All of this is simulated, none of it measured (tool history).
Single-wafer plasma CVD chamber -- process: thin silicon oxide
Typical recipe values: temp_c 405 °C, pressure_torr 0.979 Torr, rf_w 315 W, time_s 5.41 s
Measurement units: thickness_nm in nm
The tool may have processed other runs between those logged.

run	hour	temp_c	pressure_torr	rf_w	time_s	wafers since the last listed run	hours since the last thermocouple change	hours since the last RF generator calibration	hours since the last manometer calibration	hours since the showerhead was replaced	hours since the gauge calibration	read-back reference wafer on the same gauge, thickness_nm	thickness_nm
1	0	405	0.788	315	5.41	0	96.6	240.1	1292.5	148.1	1.1	9.903	9.668
2	70.6	405	0.788	315	5.41	3264	167.2	310.7	1363.1	218.7	71.7	9.913	9.667
3	108.4	405	0.788	315	5.41	1747	205	348.5	1400.9	256.5	109.5	9.896	9.635
# hour 123.4: capacitance manometer re-zeroed and calibrated
4	140.2	405	0.979	315	5.41	1100	236.8	380.3	16.8	288.3	141.3	9.899	12.317
5	211.8	405	0.979	315	5.41	3310	308.4	451.9	88.4	359.9	212.9	9.905	12.239
6	256.3	405	0.743	280	6.1	2057	352.9	496.4	132.9	404.4	257.4	9.907	9.499
7	284	405	0.979	315	4.98	1280	380.6	524.1	160.6	432.1	285.1	9.9	11.245
8	334.4	405	0.979	370	4.45	2330	431	574.5	211	482.5	335.5	9.898	10.874
9	387.6	413	0.818	365	5.76	2459	484.2	627.7	264.2	535.7	388.7	9.903	11.381
10	450.2	405	1.178	370	5.41	2894	546.8	690.3	326.8	598.3	451.3	9.903	15.089
11	498.7	405	0.979	315	5.41	2242	595.3	738.8	375.3	646.8	499.8	9.902	12.306
12	565.7	416	0.979	350	6.21	3097	662.3	805.8	442.3	713.8	566.8	9.895	14.588
13	592	390	0.979	315	6.28	1215	688.6	832.1	468.6	740.1	593.1	9.899	14.5
14	654.6	405	1.119	315	5.41	2894	751.2	894.7	531.2	802.7	655.7	9.899	13.678
15	724.3	405	0.979	315	5.41	3222	820.9	964.4	600.9	872.4	725.4	9.9	12.421
16	775.7	405	0.979	315	5.41	2376	872.3	1015.8	652.3	923.8	776.8	9.902	12.307
17	841.9	399	0.83	315	5.69	3060	938.5	1082	718.5	990	843	9.903	10.918
18	902.6	405	0.979	315	5.41	2806	999.2	1142.7	779.2	1050.7	903.7	9.902	12.367
19	957.6	405	0.979	315	5.41	2542	1054.2	1197.7	834.2	1105.7	958.7	9.894	12.179
20	994.4	405	0.742	315	5.41	1701	1091	1234.5	871	1142.5	995.5	9.894	8.875
21	1051.3	391	0.866	295	6.36	2630	1147.9	1291.4	927.9	1199.4	1052.4	9.9	12.577
22	1086.3	412	1.144	275	4.33	1618	1182.9	1326.4	962.9	1234.4	1087.4	9.907	10.329
23	1127.3	405	0.979	315	5.41	1895	1223.9	1367.4	1003.9	1275.4	1128.4	9.886	12.199
24	1163.9	405	0.979	315	5.41	1692	1260.5	1404	1040.5	1312	1165	9.902	12.154
25	1211.8	393	0.979	265	5.73	2214	1308.4	1451.9	1088.4	1359.9	1212.9	9.902	12.117
26	1236	405	0.779	360	5.41	1118	1332.6	1476.1	1112.6	1384.1	1237.1	9.912	9.95
27	1269.7	405	0.979	350	5.41	1558	1366.3	1509.8	1146.3	1417.8	1270.8	9.895	12.836
28	1299.4	405	0.891	315	4.62	1373	1396	1539.5	1176	1447.5	1300.5	9.912	9.462
29	1323.5	400	0.979	315	5.41	1114	1420.1	1563.6	1200.1	1471.6	1324.6	9.905	12.205

Consider 4 possible next runs. They are alternatives, not a sequence: every one starts from the tool as it was left by run 29. What does each give?
A	1323.9	405	0.979	315	6.47	18	1420.5	1564	1200.5	1472	1325	?	?
B	1323.9	417	0.906	345	6.43	18	1420.5	1564	1200.5	1472	1325	?	?
C	1323.9	405	0.887	260	5.41	18	1420.5	1564	1200.5	1472	1325	?	?
D	1323.9	405	0.979	315	5.1	18	1420.5	1564	1200.5	1472	1325	?	?

run	read-back reference wafer on the same gauge, thickness_nm	thickness_nm
A	9.898	14.646
B	9.898	13.861
C	9.898	10.101
D	9.898	11.55
What these runs would have given with no unlogged condition in the tool:
run	thickness_nm
A	14.646
B	13.861
C	10.101
D	11.55
